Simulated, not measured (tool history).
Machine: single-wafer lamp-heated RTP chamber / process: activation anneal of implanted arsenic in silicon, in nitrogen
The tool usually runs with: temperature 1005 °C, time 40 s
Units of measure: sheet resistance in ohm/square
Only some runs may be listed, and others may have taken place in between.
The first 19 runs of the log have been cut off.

run   hour  temperature  time  wafers since the last listed run  wafers since the last pyrometer calibration  wafers since the reflector plate was cleaned  hours since the gauge calibration  read-back reference wafer on the same gauge, sheet resistance  sheet resistance
 20  432.4          991    53                               365                                         7785                                           589                              731.4                                                         286.97            353.60
 21  493.0         1027    40                               839                                         8625                                          1428                              792.0                                                         287.04            350.81
     509.5  -- pyrometer window cleaned and pyrometer calibrated
 22  521.4          989    51                               282                                          164                                          1711                              820.4                                                         286.96            354.14
 23  547.5         1005    40                               361                                          526                                          2073                              846.5                                                         287.21            353.56
 24  574.3         1005    40                               371                                          897                                          2444                              873.3                                                         287.15            353.56
 25  587.6          986    26                               184                                         1082                                          2628                              886.6                                                         287.11            357.64
     599.4  -- gauge calibrated
 26  607.7          979    40                               278                                         1360                                          2907                                8.3                                                         287.03            357.62
 27  633.5         1005    40                               357                                         1718                                          3265                               34.1                                                         286.97            353.32
 28  702.9         1030    40                               961                                         2679                                          4226                              103.5                                                         287.08            349.70
 29  729.6         1017    20                               370                                         3049                                          4596                              130.2                                                         286.93            356.15
 30  759.3          990    52                               411                                         3461                                          5008                              159.9                                                         286.99            353.85
 31  782.9         1005    40                               327                                         3788                                          5335                              183.5                                                         286.81            353.07
 32  801.4         1029    49                               256                                         4044                                          5591                              202.0                                                         287.02            349.38
 33  818.7          978    40                               239                                         4284                                          5831                              219.3                                                         286.92            356.07
 34  833.1         1005    40                               199                                         4484                                          6031                              233.7                                                         287.14            353.88
 35  854.1          995    56                               291                                         4775                                          6322                              254.7                                                         287.09            352.64
 36  882.1          975    40                               388                                         5163                                          6710                              282.7                                                         287.02            357.43
 37  913.3         1005    40                               432                                         5595                                          7142                              313.9                                                         287.01            353.47
 38  941.8          980    61                               394                                         5990                                          7537                              342.4                                                         286.92            354.45

Consider 3 possible next runs. They are alternatives, not a sequence: every one starts from the tool as it was left by run 38. What does each give?
  A  942.2         1005    62                                 5                                         5996                                          7542                              342.8                                                              ?                 ?
  B  942.2         1023    30                                 5                                         5996                                          7542                              342.8                                                              ?                 ?
  C  942.2          988    51                                 5                                         5996                                          7542                              342.8                                                              ?                 ?

run  read-back reference wafer on the same gauge, sheet resistance  sheet resistance
  A                                                         287.07            350.88
  B                                                         287.07            352.69
  C                                                         287.07            354.15
With the hidden condition removed and each run's random variation left untouched, the same runs would have given:
run  sheet resistance
  A            350.88
  B            352.69
  C            354.15

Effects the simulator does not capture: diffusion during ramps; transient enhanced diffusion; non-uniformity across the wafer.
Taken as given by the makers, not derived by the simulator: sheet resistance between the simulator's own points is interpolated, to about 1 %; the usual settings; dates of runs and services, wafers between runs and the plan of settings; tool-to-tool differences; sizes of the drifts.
